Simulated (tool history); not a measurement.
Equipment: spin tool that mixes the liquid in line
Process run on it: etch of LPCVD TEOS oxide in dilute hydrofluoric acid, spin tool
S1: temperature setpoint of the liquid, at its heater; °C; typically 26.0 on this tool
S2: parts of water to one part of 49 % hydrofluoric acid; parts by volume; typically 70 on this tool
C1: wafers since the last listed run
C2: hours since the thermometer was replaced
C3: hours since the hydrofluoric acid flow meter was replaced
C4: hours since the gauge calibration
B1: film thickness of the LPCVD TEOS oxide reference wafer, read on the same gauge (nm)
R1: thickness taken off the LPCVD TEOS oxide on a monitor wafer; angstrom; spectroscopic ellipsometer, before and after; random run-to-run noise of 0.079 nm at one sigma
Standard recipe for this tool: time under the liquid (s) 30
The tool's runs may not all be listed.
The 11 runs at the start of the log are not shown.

{"run": 12, "hour": 133.4, "S1": 26.0, "S2": 85, "time under the liquid (s)": 15, "C1": 163, "C2": 1743.4, "C3": 518.5, "C4": 164.6, "B1": 90.0, "R1": 103.0}
{"run": 13, "hour": 142.2, "S1": 26.0, "S2": 85, "time under the liquid (s)": 15, "C1": 100, "C2": 1752.2, "C3": 527.3, "C4": 173.4, "B1": 89.98, "R1": 103.2}
{"run": 14, "hour": 181.5, "S1": 26.0, "S2": 85, "time under the liquid (s)": 15, "C1": 447, "C2": 1791.5, "C3": 566.6, "C4": 212.7, "B1": 90.02, "R1": 103.6}
{"run": 15, "hour": 189.1, "S1": 26.0, "S2": 70, "time under the liquid (s)": 20, "C1": 86, "C2": 1799.1, "C3": 574.2, "C4": 220.3, "B1": 90.01, "R1": 170.7}
{"run": 16, "hour": 201.5, "S1": 26.0, "S2": 70, "time under the liquid (s)": 30, "C1": 141, "C2": 1811.5, "C3": 586.6, "C4": 232.7, "B1": 89.99, "R1": 255.3}
{"hour": 223.2, "done": "thermometer replaced"}
{"run": 17, "hour": 235.3, "S1": 26.0, "S2": 45, "time under the liquid (s)": 40, "C1": 373, "C2": 12.1, "C3": 620.4, "C4": 266.5, "B1": 89.99, "R1": 548.3}
{"hour": 253.3, "done": "gauge calibrated"}
{"hour": 269.6, "done": "hydrofluoric acid flow meter replaced"}
{"run": 18, "hour": 282.6, "S1": 26.0, "S2": 70, "time under the liquid (s)": 30, "C1": 527, "C2": 59.4, "C3": 13.0, "C4": 29.3, "B1": 90.01, "R1": 254.9}
{"run": 19, "hour": 298.7, "S1": 30.0, "S2": 70, "time under the liquid (s)": 30, "C1": 183, "C2": 75.5, "C3": 29.1, "C4": 45.4, "B1": 90.01, "R1": 297.8}
{"run": 20, "hour": 312.0, "S1": 26.0, "S2": 70, "time under the liquid (s)": 40, "C1": 151, "C2": 88.8, "C3": 42.4, "C4": 58.7, "B1": 89.99, "R1": 340.4}
{"run": 21, "hour": 326.2, "S1": 26.0, "S2": 70, "time under the liquid (s)": 30, "C1": 161, "C2": 103.0, "C3": 56.6, "C4": 72.9, "B1": 90.01, "R1": 256.5}
{"run": 22, "hour": 341.5, "S1": 24.0, "S2": 95, "time under the liquid (s)": 40, "C1": 174, "C2": 118.3, "C3": 71.9, "C4": 88.2, "B1": 90.01, "R1": 223.8}
{"run": 23, "hour": 354.5, "S1": 31.0, "S2": 40, "time under the liquid (s)": 25, "C1": 148, "C2": 131.3, "C3": 84.9, "C4": 101.2, "B1": 90.01, "R1": 472.7}
{"run": 24, "hour": 370.0, "S1": 26.0, "S2": 70, "time under the liquid (s)": 15, "C1": 176, "C2": 146.8, "C3": 100.4, "C4": 116.7, "B1": 90.0, "R1": 127.0}
{"run": 25, "hour": 382.9, "S1": 28.0, "S2": 40, "time under the liquid (s)": 35, "C1": 146, "C2": 159.7, "C3": 113.3, "C4": 129.6, "B1": 90.0, "R1": 590.5}
{"run": 26, "hour": 394.2, "S1": 26.0, "S2": 60, "time under the liquid (s)": 30, "C1": 128, "C2": 171.0, "C3": 124.6, "C4": 140.9, "B1": 90.02, "R1": 301.0}
{"run": 27, "hour": 402.6, "S1": 22.5, "S2": 45, "time under the liquid (s)": 15, "C1": 95, "C2": 179.4, "C3": 133.0, "C4": 149.3, "B1": 90.0, "R1": 178.2}
{"run": 28, "hour": 410.6, "S1": 26.0, "S2": 35, "time under the liquid (s)": 15, "C1": 91, "C2": 187.4, "C3": 141.0, "C4": 157.3, "B1": 90.02, "R1": 268.4}
{"run": 29, "hour": 427.8, "S1": 26.0, "S2": 90, "time under the liquid (s)": 30, "C1": 195, "C2": 204.6, "C3": 158.2, "C4": 174.5, "B1": 90.0, "R1": 193.4}
{"run": 30, "hour": 435.6, "S1": 30.0, "S2": 105, "time under the liquid (s)": 25, "C1": 88, "C2": 212.4, "C3": 166.0, "C4": 182.3, "B1": 90.02, "R1": 158.4}
{"run": 31, "hour": 451.9, "S1": 30.5, "S2": 55, "time under the liquid (s)": 40, "C1": 185, "C2": 228.7, "C3": 182.3, "C4": 198.6, "B1": 90.01, "R1": 531.7}
{"run": 32, "hour": 466.0, "S1": 26.0, "S2": 70, "time under the liquid (s)": 30, "C1": 160, "C2": 242.8, "C3": 196.4, "C4": 212.7, "B1": 90.01, "R1": 256.1}
{"run": 33, "hour": 475.3, "S1": 26.0, "S2": 70, "time under the liquid (s)": 30, "C1": 105, "C2": 252.1, "C3": 205.7, "C4": 222.0, "B1": 90.0, "R1": 255.5}
{"run": 34, "hour": 487.4, "S1": 29.5, "S2": 40, "time under the liquid (s)": 15, "C1": 137, "C2": 264.2, "C3": 217.8, "C4": 234.1, "B1": 90.0, "R1": 269.6}

Below are 3 alternative next runs, each starting from the tool's condition after run 34. Predict each:
{"run": "A", "hour": 487.8, "S1": 26.0, "S2": 105, "time under the liquid (s)": 30, "C1": 4, "C2": 264.6, "C3": 218.2, "C4": 234.5, "B1": "?", "R1": "?"}
{"run": "B", "hour": 487.8, "S1": 26.0, "S2": 40, "time under the liquid (s)": 30, "C1": 4, "C2": 264.6, "C3": 218.2, "C4": 234.5, "B1": "?", "R1": "?"}
{"run": "C", "hour": 487.8, "S1": 23.5, "S2": 85, "time under the liquid (s)": 40, "C1": 4, "C2": 264.6, "C3": 218.2, "C4": 234.5, "B1": "?", "R1": "?"}

run=A B1=89.97 R1=163.0
run=B B1=89.97 R1=467.0
run=C B1=89.97 R1=249.5
With the hidden condition removed and each run's random variation left untouched, the same runs would have given:
run=A R1=163.0
run=B R1=467.0
run=C R1=249.5
